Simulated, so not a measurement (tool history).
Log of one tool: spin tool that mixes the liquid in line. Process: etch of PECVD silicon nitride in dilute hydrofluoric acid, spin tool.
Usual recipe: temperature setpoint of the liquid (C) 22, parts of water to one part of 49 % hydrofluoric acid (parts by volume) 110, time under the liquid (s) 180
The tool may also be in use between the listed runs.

run,hour,temperature setpoint of the liquid (C),parts of water to one part of 49 % hydrofluoric acid (parts by volume),time under the liquid (s),wafers since the last listed run,hours since the thermometer was replaced,hours since the hydrofluoric acid flow meter was replaced,hours since the gauge calibration,"read-back film thickness of the PECVD silicon nitride reference wafer, read on the same gauge (nm)",thickness taken off the PECVD silicon nitride on a monitor wafer (angstrom)
1,0,22,110,180,0,1658.8,660.7,418.5,81.86,93.2
# hour 20.7: hydrofluoric acid flow meter replaced
2,98.5,22,110,180,885,1757.3,77.8,517,82.09,95.2
3,153.8,22,150,250,502,1812.6,133.1,572.3,82.21,97
4,181.1,22,150,250,247,1839.9,160.4,599.6,82.29,96.3
5,219.4,22,80,180,347,1878.2,198.7,637.9,82.36,128.7
6,266.2,22,80,180,425,1925,245.5,684.7,82.41,129.6
7,290.7,22,110,180,222,1949.5,270,709.2,82.43,94.2
8,351.6,25.5,110,180,553,2010.4,330.9,770.1,82.56,119.7
# hour 382.9: thermometer replaced
9,460.6,25.5,110,180,980,77.7,439.9,879.1,82.62,120.3
10,503.3,25.5,110,180,387,120.4,482.6,921.8,82.67,119.6
11,536.2,22,110,180,298,153.3,515.5,954.7,82.74,95.6
12,577.6,26,110,95,375,194.7,556.9,996.1,82.76,65.3
13,642,27,75,135,584,259.1,621.3,1060.5,82.8,144.1
# hour 647.8: hydrofluoric acid flow meter replaced
14,668.2,19.5,110,180,228,285.3,20.4,1086.7,82.8,80.4
15,693.7,22,90,180,231,310.8,45.9,1112.2,82.82,115.4
# hour 712.7: gauge calibrated
16,744.6,26.5,160,180,462,361.7,96.8,31.9,80.52,85.2
17,769.1,19,80,180,222,386.2,121.3,56.4,80.66,103.5
18,809.9,22,95,180,370,427,162.1,97.2,81.02,107.7
19,838.6,22,155,100,260,455.7,190.8,125.9,81.25,37.2
20,869.2,19.5,110,130,277,486.3,221.4,156.5,81.45,56.9
21,947,27,75,135,706,564.1,299.2,234.3,81.95,143.1
22,1003.1,22,110,180,509,620.2,355.3,290.4,82.15,94.7

Take each entry between the runs: how does the hidden state at the last listed run before it differ from the hidden state at the first listed run after it?
From run 1 to run 2: hydrofluoric acid flow meter replaced (hour 20.7)
  gauge reads high (%): 2.33 -> 2.66
  measured less the result without the state, thickness taken off the PECVD silicon nitride on a monitor wafer (angstrom): +2.1 -> +2.4
From run 8 to run 9: thermometer replaced (hour 382.9)
  gauge reads high (%): 3.18 -> 3.32
  measured less the result without the state, thickness taken off the PECVD silicon nitride on a monitor wafer (angstrom): +3.7 -> +3.9
From run 13 to run 14: hydrofluoric acid flow meter replaced (hour 647.8)
  gauge reads high (%): 3.46 -> 3.48
  measured less the result without the state, thickness taken off the PECVD silicon nitride on a monitor wafer (angstrom): +4.8 -> +2.7
From run 15 to run 16: gauge calibrated (hour 712.7)
  gauge reads high (%): 3.49 -> 0.608
  measured less the result without the state, thickness taken off the PECVD silicon nitride on a monitor wafer (angstrom): +3.9 -> +0.5
